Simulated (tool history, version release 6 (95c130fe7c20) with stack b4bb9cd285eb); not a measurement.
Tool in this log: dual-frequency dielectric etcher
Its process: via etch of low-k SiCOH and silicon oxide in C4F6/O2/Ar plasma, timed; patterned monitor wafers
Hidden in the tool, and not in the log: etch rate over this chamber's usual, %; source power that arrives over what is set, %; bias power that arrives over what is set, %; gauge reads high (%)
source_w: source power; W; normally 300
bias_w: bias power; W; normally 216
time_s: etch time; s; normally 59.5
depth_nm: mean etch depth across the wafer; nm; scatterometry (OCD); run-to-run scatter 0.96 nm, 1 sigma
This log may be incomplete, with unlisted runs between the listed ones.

| run | hour | source_w | bias_w | time_s | wafers since the last listed run | hours since the last wet clean | hours since the last source power generator calibration | hours since the last bias power generator calibration | hours since the last upper electrode change | hours since the gauge calibration | read-back reference wafer on the same gauge, depth_nm | depth_nm |
|---|---|---|---|---|---|---|---|---|---|---|---|---|
| 1 | 0.0 | 300 | 216 | 59.5 | 0 | 345.9 | 5150.7 | 3714.3 | 3480.4 | 671.9 | 159.1 | 155.2 |
| 2 | 17.3 | 300 | 216 | 59.5 | 284 | 363.2 | 5168.0 | 3731.6 | 3497.7 | 689.2 | 159.1 | 156.7 |
| 3 | 36.6 | 270 | 216 | 59.5 | 317 | 382.5 | 5187.3 | 3750.9 | 3517.0 | 708.5 | 158.7 | 147.3 |
|  | 70.6 | wet clean of the chamber |
| 4 | 71.1 | 300 | 216 | 59.5 | 172 | 0.5 | 5221.8 | 3785.4 | 3551.5 | 743.0 | 159.1 | 155.3 |
| 5 | 71.4 | 300 | 216 | 59.5 | 4 | 0.8 | 5222.1 | 3785.7 | 3551.8 | 743.3 | 159.0 | 154.9 |
| 6 | 103.5 | 300 | 216 | 59.5 | 527 | 32.9 | 5254.2 | 3817.8 | 3583.9 | 775.4 | 158.9 | 157.1 |
| 7 | 116.4 | 300 | 216 | 59.5 | 211 | 45.8 | 5267.1 | 3830.7 | 3596.8 | 788.3 | 159.1 | 155.2 |
| 8 | 132.4 | 300 | 216 | 59.5 | 262 | 61.8 | 5283.1 | 3846.7 | 3612.8 | 804.3 | 158.7 | 156.5 |
| 9 | 147.1 | 300 | 216 | 59.5 | 241 | 76.5 | 5297.8 | 3861.4 | 3627.5 | 819.0 | 158.8 | 157.2 |
|  | 161.6 | gauge calibrated |
| 10 | 166.5 | 280 | 201 | 53.0 | 318 | 95.9 | 5317.2 | 3880.8 | 3646.9 | 4.9 | 159.1 | 129.4 |
| 11 | 202.2 | 350 | 216 | 69.0 | 586 | 131.6 | 5352.9 | 3916.5 | 3682.6 | 40.6 | 158.9 | 196.5 |
| 12 | 216.6 | 300 | 216 | 59.5 | 236 | 146.0 | 5367.3 | 3930.9 | 3697.0 | 55.0 | 159.1 | 155.9 |
| 13 | 239.3 | 240 | 236 | 59.5 | 373 | 168.7 | 5390.0 | 3953.6 | 3719.7 | 77.7 | 158.8 | 142.3 |
| 14 | 273.7 | 300 | 216 | 42.5 | 565 | 203.1 | 5424.4 | 3988.0 | 3754.1 | 112.1 | 158.6 | 111.1 |
| 15 | 302.8 | 250 | 249 | 59.5 | 478 | 232.2 | 5453.5 | 4017.1 | 3783.2 | 141.2 | 158.9 | 148.8 |
|  | 329.9 | upper electrode replaced |
| 16 | 332.8 | 300 | 191 | 59.5 | 98 | 262.2 | 5483.5 | 4047.1 | 2.9 | 171.2 | 158.5 | 147.8 |
| 17 | 354.6 | 240 | 216 | 59.5 | 358 | 284.0 | 5505.3 | 4068.9 | 24.7 | 193.0 | 159.0 | 137.8 |
| 18 | 381.6 | 300 | 216 | 70.0 | 443 | 311.0 | 5532.3 | 4095.9 | 51.7 | 220.0 | 159.0 | 185.3 |
| 19 | 394.1 | 300 | 216 | 59.5 | 205 | 323.5 | 5544.8 | 4108.4 | 64.2 | 232.5 | 158.9 | 154.6 |
|  | 399.1 | source power generator calibrated |
|  | 436.0 | bias power generator calibrated |
|  | 437.2 | wet clean of the chamber |
| 20 | 437.7 | 300 | 216 | 48.0 | 565 | 0.5 | 38.6 | 1.7 | 107.8 | 276.1 | 159.3 | 125.2 |
| 21 | 443.5 | 240 | 268 | 68.5 | 95 | 6.3 | 44.4 | 7.5 | 113.6 | 281.9 | 159.4 | 172.9 |
| 22 | 457.6 | 240 | 202 | 65.0 | 231 | 20.4 | 58.5 | 21.6 | 127.7 | 296.0 | 159.1 | 146.4 |
| 23 | 484.5 | 350 | 195 | 46.5 | 442 | 47.3 | 85.4 | 48.5 | 154.6 | 322.9 | 159.2 | 127.1 |
| 24 | 519.9 | 230 | 175 | 59.5 | 581 | 82.7 | 120.8 | 83.9 | 190.0 | 358.3 | 159.2 | 123.8 |
| 25 | 545.2 | 300 | 216 | 69.0 | 415 | 108.0 | 146.1 | 109.2 | 215.3 | 383.6 | 158.8 | 180.7 |
| 26 | 573.5 | 300 | 236 | 67.0 | 465 | 136.3 | 174.4 | 137.5 | 243.6 | 411.9 | 158.9 | 183.3 |
| 27 | 596.5 | 300 | 216 | 59.5 | 377 | 159.3 | 197.4 | 160.5 | 266.6 | 434.9 | 159.1 | 153.9 |
| 28 | 623.9 | 300 | 242 | 52.5 | 450 | 186.7 | 224.8 | 187.9 | 294.0 | 462.3 | 159.3 | 143.9 |
| 29 | 648.3 | 300 | 216 | 59.5 | 400 | 211.1 | 249.2 | 212.3 | 318.4 | 486.7 | 159.1 | 156.5 |
| 30 | 669.3 | 250 | 191 | 50.0 | 345 | 232.1 | 270.2 | 233.3 | 339.4 | 507.7 | 159.2 | 112.1 |
| 31 | 703.4 | 300 | 216 | 59.5 | 560 | 266.2 | 304.3 | 267.4 | 373.5 | 541.8 | 159.2 | 154.5 |

Alternative continuations, all from the tool just after run 31; predict every row:
| A | 703.8 | 300 | 216 | 59.5 | 6 | 266.6 | 304.7 | 267.8 | 373.9 | 542.2 | ? | ? |
| B | 703.8 | 260 | 216 | 59.5 | 6 | 266.6 | 304.7 | 267.8 | 373.9 | 542.2 | ? | ? |
| C | 703.8 | 300 | 174 | 59.5 | 6 | 266.6 | 304.7 | 267.8 | 373.9 | 542.2 | ? | ? |

| run | read-back reference wafer on the same gauge, depth_nm | depth_nm |
|---|---|---|
| A | 159.1 | 154.4 |
| B | 159.1 | 142.7 |
| C | 159.1 | 141.5 |
With no hidden state in the tool, these same runs would have given:
| run | depth_nm |
|---|---|
| A | 154.4 |
| B | 142.7 |
| C | 141.5 |
